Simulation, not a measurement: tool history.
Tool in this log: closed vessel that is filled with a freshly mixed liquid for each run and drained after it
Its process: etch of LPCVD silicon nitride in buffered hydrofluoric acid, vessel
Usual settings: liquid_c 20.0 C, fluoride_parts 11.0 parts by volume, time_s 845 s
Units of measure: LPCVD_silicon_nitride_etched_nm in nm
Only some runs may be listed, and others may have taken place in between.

run   hour  liquid_c  fluoride_parts  time_s  read-back film thickness of the LPCVD silicon nitride reference wafer, read on the same gauge (nm)  LPCVD_silicon_nitride_etched_nm
  1    0.0      17.0            11.0     845                                                                                              120.34                             9.43
  2   15.7      20.0            11.0     845                                                                                              120.40                            11.16
  3   35.9      20.0            11.0     845                                                                                              120.52                            11.12
  4   48.1      20.0            11.0     845                                                                                              120.56                            11.16
  5   78.0      20.0            11.0    1025                                                                                              120.74                            13.58
  6  105.8      20.0            11.0    1025                                                                                              120.89                            13.55
  7  153.4      20.0            11.0    1025                                                                                              121.25                            13.68
  8  167.1      20.0            11.0     845                                                                                              121.33                            11.22
  9  188.9      20.0            11.0     845                                                                                              121.49                            11.28
 10  201.6      20.0            11.0     845                                                                                              121.59                            11.20
 11  223.1      20.0            11.0     845                                                                                              121.73                            11.30
 12  252.8      20.0            11.0    1140                                                                                              122.03                            15.24
 13  271.1      20.0            11.0    1140                                                                                              122.17                            15.28
 14  291.5      20.0            13.0     845                                                                                              120.26                             9.43
 15  306.1      20.0            11.0     845                                                                                              120.22                            11.17
 16  337.5      20.0            11.0     845                                                                                              120.25                            11.15
 17  364.8      18.5            11.0     845                                                                                              120.35                            10.25
 18  396.7      23.5            11.0     460                                                                                              120.38                             7.38
 19  421.5      22.5            11.0     610                                                                                              120.44                             9.26
 20  453.7      20.0            11.0     845                                                                                              120.53                            11.20
 21  487.7      20.0            11.0    1075                                                                                              120.64                            14.26
 22  505.0      17.0            13.5     845                                                                                              120.69                             7.68
 23  526.0      22.5            15.0     845                                                                                              120.81                             9.52
 24  554.4      24.5            15.5     515                                                                                              120.93                             6.24
 25  577.6      20.0            14.0    1000                                                                                              121.04                            10.50
 26  598.3      20.0            11.0     845                                                                                              121.15                            11.15
 27  623.4      20.0            11.0     845                                                                                              121.29                            11.24
 28  643.4      17.0             7.0     710                                                                                              121.43                            12.33
 29  671.8      20.0            11.0     845                                                                                              121.62                            11.26
 30  704.7      20.0            11.0     845                                                                                              121.87                            11.30
 31  717.3      24.5             8.0    1345                                                                                              121.96                            30.65
 32  745.9      21.5             7.0     845                                                                                              122.24                            18.93

Not shown here: 3 entries made in the log between runs. Locate each between two listed runs and compare the hidden state at the listed run before it with the hidden state at the listed run after it:
After run 13, before run 14: gauge calibrated (hour 288.8)
  gauge reads high (%): 1.83 -> 0.212
  the result without the hidden state subtracted from the measured one, LPCVD_silicon_nitride_etched_nm: +0.27 -> +0.02 nm
After run 17, before run 18: thermometer replaced (hour 373.3)
  gauge reads high (%): 0.257 -> 0.304
  the result without the hidden state subtracted from the measured one, LPCVD_silicon_nitride_etched_nm: +0.03 -> +0.03 nm
After run 21, before run 22: hydrofluoric acid flow meter replaced (hour 491.8)
  gauge reads high (%): 0.524 -> 0.581
  the result without the hidden state subtracted from the measured one, LPCVD_silicon_nitride_etched_nm: +0.08 -> +0.04 nm
